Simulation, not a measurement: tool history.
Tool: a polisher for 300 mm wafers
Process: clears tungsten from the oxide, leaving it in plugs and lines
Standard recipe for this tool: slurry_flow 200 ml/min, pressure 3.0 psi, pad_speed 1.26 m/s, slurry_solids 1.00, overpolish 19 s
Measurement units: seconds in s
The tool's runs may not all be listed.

| run | hour | slurry_flow | pressure | pad_speed | slurry_solids | overpolish | wafers since the last listed run | wafers polished on this pad | hours since the slurry nozzle was cleaned | hours since the head pressure was calibrated | hours since the slurry blender was calibrated | hours since the slurry got fresh peroxide | incoming thickness of the incoming film, nm | seconds |
|---|---|---|---|---|---|---|---|---|---|---|---|---|---|---|
| 1 | 0.0 | 245 | 3.0 | 1.26 | 1.00 | 16 | 0 | 865 | 401.7 | 1122.6 | 171.9 | 31.0 | 314.0 | 82.5 |
| 2 | 16.7 | 200 | 3.0 | 1.26 | 1.00 | 19 | 98 | 963 | 418.4 | 1139.3 | 188.6 | 47.7 | 310.8 | 82.8 |
|  | 22.6 | worn pad replaced by a new one, of another model than before |
|  | 30.8 | slurry blender recalibrated |
| 3 | 31.2 | 200 | 3.0 | 1.26 | 1.00 | 19 | 49 | 38 | 432.9 | 1153.8 | 0.4 | 62.2 | 309.5 | 74.8 |
| 4 | 40.4 | 200 | 3.0 | 1.26 | 1.00 | 19 | 54 | 92 | 442.1 | 1163.0 | 9.6 | 71.4 | 309.7 | 78.0 |
| 5 | 51.2 | 200 | 3.0 | 1.26 | 1.00 | 19 | 63 | 156 | 452.9 | 1173.8 | 20.4 | 82.2 | 312.0 | 78.0 |
|  | 58.9 | head pressure recalibrated |
|  | 59.5 | slurry tank refilled with fresh slurry and peroxide |
| 6 | 60.5 | 200 | 3.0 | 1.26 | 1.00 | 19 | 39 | 196 | 462.2 | 1.6 | 29.7 | 1.0 | 310.3 | 75.0 |
| 7 | 75.3 | 200 | 3.0 | 1.26 | 1.00 | 19 | 87 | 283 | 477.0 | 16.4 | 44.5 | 15.8 | 308.8 | 75.4 |
|  | 107.6 | slurry nozzle cleaned |
| 8 | 118.7 | 200 | 3.0 | 1.26 | 1.00 | 19 | 249 | 532 | 11.1 | 59.8 | 87.9 | 59.2 | 316.2 | 78.6 |
| 9 | 132.9 | 145 | 3.0 | 1.26 | 1.00 | 28 | 83 | 616 | 25.3 | 74.0 | 102.1 | 73.4 | 313.1 | 83.8 |
|  | 140.1 | slurry tank refilled with fresh slurry and peroxide |
| 10 | 140.6 | 200 | 3.0 | 1.26 | 1.00 | 27 | 39 | 655 | 33.0 | 81.7 | 109.8 | 0.5 | 308.7 | 77.5 |
| 11 | 145.9 | 160 | 4.0 | 1.26 | 1.00 | 24 | 31 | 686 | 38.3 | 87.0 | 115.1 | 5.8 | 314.4 | 69.5 |
| 12 | 156.0 | 200 | 3.0 | 1.26 | 1.00 | 19 | 59 | 746 | 48.4 | 97.1 | 125.2 | 15.9 | 311.6 | 77.9 |
| 13 | 170.1 | 260 | 3.0 | 1.26 | 0.85 | 19 | 82 | 829 | 62.5 | 111.2 | 139.3 | 30.0 | 308.5 | 78.6 |
| 14 | 178.3 | 200 | 3.0 | 1.26 | 1.00 | 19 | 48 | 877 | 70.7 | 119.4 | 147.5 | 38.2 | 309.3 | 78.4 |
| 15 | 184.5 | 180 | 3.0 | 1.26 | 1.00 | 19 | 36 | 913 | 76.9 | 125.6 | 153.7 | 44.4 | 308.3 | 81.8 |
|  | 190.1 | worn pad replaced by a new one |
| 16 | 197.8 | 145 | 3.0 | 1.00 | 1.10 | 24 | 54 | 45 | 90.2 | 138.9 | 167.0 | 57.7 | 309.4 | 92.2 |
| 17 | 212.3 | 180 | 3.0 | 1.26 | 1.00 | 22 | 85 | 130 | 104.7 | 153.4 | 181.5 | 72.2 | 306.1 | 84.3 |
| 18 | 218.9 | 200 | 3.0 | 1.26 | 1.00 | 19 | 38 | 169 | 111.3 | 160.0 | 188.1 | 78.8 | 310.8 | 82.1 |
|  | 222.2 | slurry blender recalibrated |
| 19 | 225.5 | 200 | 2.5 | 1.26 | 1.00 | 26 | 27 | 196 | 117.9 | 166.6 | 3.3 | 85.4 | 310.1 | 84.3 |
|  | 235.1 | slurry tank refilled with fresh slurry and peroxide |
| 20 | 242.3 | 200 | 3.0 | 1.62 | 1.00 | 22 | 92 | 289 | 134.7 | 183.4 | 20.1 | 7.2 | 309.5 | 71.1 |
| 21 | 251.7 | 200 | 3.0 | 1.26 | 1.00 | 14 | 55 | 344 | 144.1 | 192.8 | 29.5 | 16.6 | 310.9 | 78.3 |
| 22 | 260.7 | 140 | 3.0 | 1.70 | 0.90 | 19 | 52 | 397 | 153.1 | 201.8 | 38.5 | 25.6 | 310.8 | 78.4 |
| 23 | 272.7 | 145 | 2.1 | 1.26 | 1.00 | 19 | 70 | 468 | 165.1 | 213.8 | 50.5 | 37.6 | 307.3 | 98.8 |
| 24 | 289.4 | 200 | 2.5 | 1.26 | 1.15 | 12 | 98 | 566 | 181.8 | 230.5 | 67.2 | 54.3 | 307.2 | 81.6 |
| 25 | 307.1 | 200 | 3.0 | 1.26 | 1.00 | 25 | 104 | 670 | 199.5 | 248.2 | 84.9 | 72.0 | 308.0 | 77.7 |
| 26 | 317.5 | 200 | 3.9 | 1.54 | 1.00 | 19 | 61 | 731 | 209.9 | 258.6 | 95.3 | 82.4 | 307.6 | 60.8 |
|  | 322.9 | slurry tank refilled with fresh slurry and peroxide |
| 27 | 335.0 | 200 | 3.0 | 1.26 | 1.00 | 19 | 97 | 828 | 227.4 | 276.1 | 112.8 | 12.1 | 310.7 | 79.5 |

Branching from run 27: 3 alternative next runs. What would each branch give?
| A | 335.5 | 200 | 3.0 | 1.26 | 1.00 | 19 | 2 | 831 | 227.9 | 276.6 | 113.3 | 12.6 | 311.4 | ? |
| B | 335.5 | 200 | 3.0 | 0.90 | 1.00 | 9 | 2 | 831 | 227.9 | 276.6 | 113.3 | 12.6 | 311.4 | ? |
| C | 335.5 | 165 | 3.0 | 1.26 | 1.00 | 19 | 2 | 831 | 227.9 | 276.6 | 113.3 | 12.6 | 311.4 | ? |

| run | seconds |
|---|---|
| A | 78.9 |
| B | 86.9 |
| C | 82.0 |
What these runs would have given with no unlogged condition in the tool:
| run | seconds |
|---|---|
| A | 76.6 |
| B | 84.5 |
| C | 79.7 |
